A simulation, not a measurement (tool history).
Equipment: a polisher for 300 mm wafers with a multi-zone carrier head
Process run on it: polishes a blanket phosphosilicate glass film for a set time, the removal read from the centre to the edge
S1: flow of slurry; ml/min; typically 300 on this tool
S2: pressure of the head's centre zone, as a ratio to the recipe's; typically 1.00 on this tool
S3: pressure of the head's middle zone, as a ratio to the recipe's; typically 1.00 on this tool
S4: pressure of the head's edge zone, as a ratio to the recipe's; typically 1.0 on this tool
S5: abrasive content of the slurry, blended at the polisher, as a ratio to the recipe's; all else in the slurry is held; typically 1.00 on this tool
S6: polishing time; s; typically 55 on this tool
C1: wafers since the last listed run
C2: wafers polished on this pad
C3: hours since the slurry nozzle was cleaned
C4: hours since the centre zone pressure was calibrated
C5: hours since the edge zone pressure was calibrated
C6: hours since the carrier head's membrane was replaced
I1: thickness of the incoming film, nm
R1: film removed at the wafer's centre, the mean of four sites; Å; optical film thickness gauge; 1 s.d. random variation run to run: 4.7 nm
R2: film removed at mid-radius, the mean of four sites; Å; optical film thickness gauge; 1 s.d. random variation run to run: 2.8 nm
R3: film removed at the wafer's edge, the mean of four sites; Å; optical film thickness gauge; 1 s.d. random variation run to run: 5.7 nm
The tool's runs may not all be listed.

run 1 hour=0.0 | S1=300 S2=0.92 S3=1.00 S4=1.0 S5=1.00 S6=55 | C1=0 C2=2092 C3=268.0 C4=189.0 C5=208.3 C6=597.5 | I1=1819.9 | R1=3361 R2=3623 R3=3648
run 2 hour=70.8 | S1=300 S2=0.92 S3=1.00 S4=1.0 S5=1.00 S6=55 | C1=842 C2=2935 C3=338.8 C4=259.8 C5=279.1 C6=668.3 | I1=1808.4 | R1=3392 R2=3512 R3=3550
-- hour=118.3 slurry nozzle cleaned
run 3 hour=155.8 | S1=300 S2=0.92 S3=1.00 S4=1.0 S5=1.00 S6=55 | C1=999 C2=3934 C3=37.5 C4=344.8 C5=364.1 C6=753.3 | I1=1833.2 | R1=3252 R2=3396 R3=3373
-- hour=208.5 worn pad replaced by a new one
run 4 hour=211.0 | S1=300 S2=1.07 S3=1.08 S4=1.0 S5=1.00 S6=55 | C1=609 C2=29 C3=92.7 C4=400.0 C5=419.3 C6=808.5 | I1=1820.4 | R1=4078 R2=4188 R3=4001
run 5 hour=259.4 | S1=300 S2=1.07 S3=1.08 S4=1.0 S5=1.00 S6=55 | C1=575 C2=605 C3=141.1 C4=448.4 C5=467.7 C6=856.9 | I1=1806.2 | R1=3982 R2=4069 R3=3895
-- hour=268.6 carrier head's membrane replaced by a new one
run 6 hour=353.0 | S1=300 S2=1.00 S3=1.00 S4=1.0 S5=1.00 S6=55 | C1=1054 C2=1660 C3=234.7 C4=542.0 C5=561.3 C6=84.4 | I1=1860.8 | R1=3638 R2=3695 R3=3740
-- hour=436.4 slurry nozzle cleaned
run 7 hour=454.3 | S1=300 S2=1.00 S3=1.00 S4=1.0 S5=1.00 S6=55 | C1=1193 C2=2853 C3=17.9 C4=643.3 C5=662.6 C6=185.7 | I1=1845.4 | R1=3590 R2=3583 R3=3600
run 8 hour=520.4 | S1=300 S2=1.00 S3=0.95 S4=1.0 S5=1.00 S6=55 | C1=786 C2=3640 C3=84.0 C4=709.4 C5=728.7 C6=251.8 | I1=1808.8 | R1=3438 R2=3316 R3=3403
-- hour=537.6 worn pad replaced by a new one
run 9 hour=593.6 | S1=300 S2=1.00 S3=1.00 S4=1.0 S5=1.00 S6=55 | C1=823 C2=666 C3=157.2 C4=782.6 C5=801.9 C6=325.0 | I1=1820.2 | R1=3749 R2=3824 R3=3886
run 10 hour=676.4 | S1=300 S2=1.00 S3=1.00 S4=1.0 S5=1.00 S6=55 | C1=985 C2=1651 C3=240.0 C4=865.4 C5=884.7 C6=407.8 | I1=1820.3 | R1=3778 R2=3661 R3=3625
-- hour=727.6 edge zone pressure recalibrated
run 11 hour=774.4 | S1=385 S2=0.89 S3=0.94 S4=1.0 S5=1.15 S6=55 | C1=1142 C2=2794 C3=338.0 C4=963.4 C5=46.8 C6=505.8 | I1=1805.1 | R1=3524 R2=3584 R3=3830
-- hour=817.1 slurry nozzle cleaned
run 12 hour=817.9 | S1=385 S2=0.89 S3=0.94 S4=1.0 S5=1.15 S6=55 | C1=505 C2=3300 C3=0.8 C4=1006.9 C5=90.3 C6=549.3 | I1=1800.6 | R1=3443 R2=3519 R3=3741
-- hour=850.8 centre zone pressure recalibrated
run 13 hour=893.4 | S1=240 S2=1.00 S3=0.96 S4=1.0 S5=0.70 S6=68 | C1=874 C2=4174 C3=76.3 C4=42.6 C5=165.8 C6=624.8 | I1=1845.9 | R1=3473 R2=3385 R3=3448
-- hour=934.1 worn pad replaced by a new one
run 14 hour=947.8 | S1=270 S2=0.94 S3=1.00 S4=1.0 S5=1.00 S6=70 | C1=599 C2=163 C3=130.7 C4=97.0 C5=220.2 C6=679.2 | I1=1836.0 | R1=4638 R2=4921 R3=4938
-- hour=1033.2 carrier head's membrane replaced by a new one
run 15 hour=1043.5 | S1=300 S2=0.97 S3=1.00 S4=1.0 S5=1.00 S6=47 | C1=1079 C2=1242 C3=226.4 C4=192.7 C5=315.9 C6=10.3 | I1=1795.9 | R1=3130 R2=3230 R3=3209
run 16 hour=1127.4 | S1=300 S2=1.00 S3=1.00 S4=1.0 S5=1.00 S6=55 | C1=998 C2=2241 C3=310.3 C4=276.6 C5=399.8 C6=94.2 | I1=1840.1 | R1=3597 R2=3658 R3=3651
-- hour=1170.7 slurry nozzle cleaned
run 17 hour=1224.1 | S1=300 S2=1.00 S3=1.12 S4=1.0 S5=1.00 S6=55 | C1=1138 C2=3379 C3=53.4 C4=373.3 C5=496.5 C6=190.9 | I1=1828.0 | R1=3441 R2=3886 R3=3455
-- hour=1236.3 worn pad replaced by a new one
run 18 hour=1304.3 | S1=300 S2=1.00 S3=1.00 S4=1.0 S5=1.00 S6=55 | C1=906 C2=808 C3=133.6 C4=453.5 C5=576.7 C6=271.1 | I1=1857.7 | R1=3709 R2=3795 R3=3716
-- hour=1553.4 worn pad replaced by a new one
run 19 hour=1568.0 | S1=225 S2=0.91 S3=1.07 S4=1.0 S5=1.00 S6=41 | C1=3090 C2=173 C3=397.3 C4=717.2 C5=840.4 C6=534.8 | I1=1845.5 | R1=2615 R2=2939 R3=2753
-- hour=1577.1 slurry nozzle cleaned
run 20 hour=1662.8 | S1=300 S2=1.00 S3=1.00 S4=0.9 S5=1.00 S6=55 | C1=1116 C2=1289 C3=85.7 C4=812.0 C5=935.2 C6=629.6 | I1=1824.9 | R1=3753 R2=3732 R3=3516
-- hour=1756.7 edge zone pressure recalibrated
run 21 hour=1769.9 | S1=250 S2=1.00 S3=1.00 S4=1.0 S5=1.00 S6=69 | C1=1250 C2=2540 C3=192.8 C4=919.1 C5=13.2 C6=736.7 | I1=1825.2 | R1=4359 R2=4406 R3=4445

For some of the steps in R1 from one run to the next: how much would appear even if the tool had no hidden state, given the settings, what came in and random variation, and how much remains for the hidden state plus any gauge scatter that the measured result and the result without hidden state don't share?
The hidden state here: removal rate lost through wear of the pad, %; slurry flow missing at the pad, %; deviation of the centre zone's pressure from its setpoint, %; deviation of the edge zone's pressure from its setpoint, %.
Run 3 -> 4: S2 0.92 -> 1.07, S3 1.00 -> 1.08, worn pad replaced by a new one. R1 +826 Å: hidden state +502, all else +324.
Run 13 -> 14: S1 240 -> 270, S2 1.00 -> 0.94, S3 0.96 -> 1.00, S5 0.70 -> 1.00, S6 68 -> 70, worn pad replaced by a new one. R1 +1165 Å: hidden state +580, all else +585.
Run 14 -> 15: S1 270 -> 300, S2 0.94 -> 0.97, S6 70 -> 47, carrier head's membrane replaced by a new one. R1 -1508 Å: hidden state -115, all else -1393.
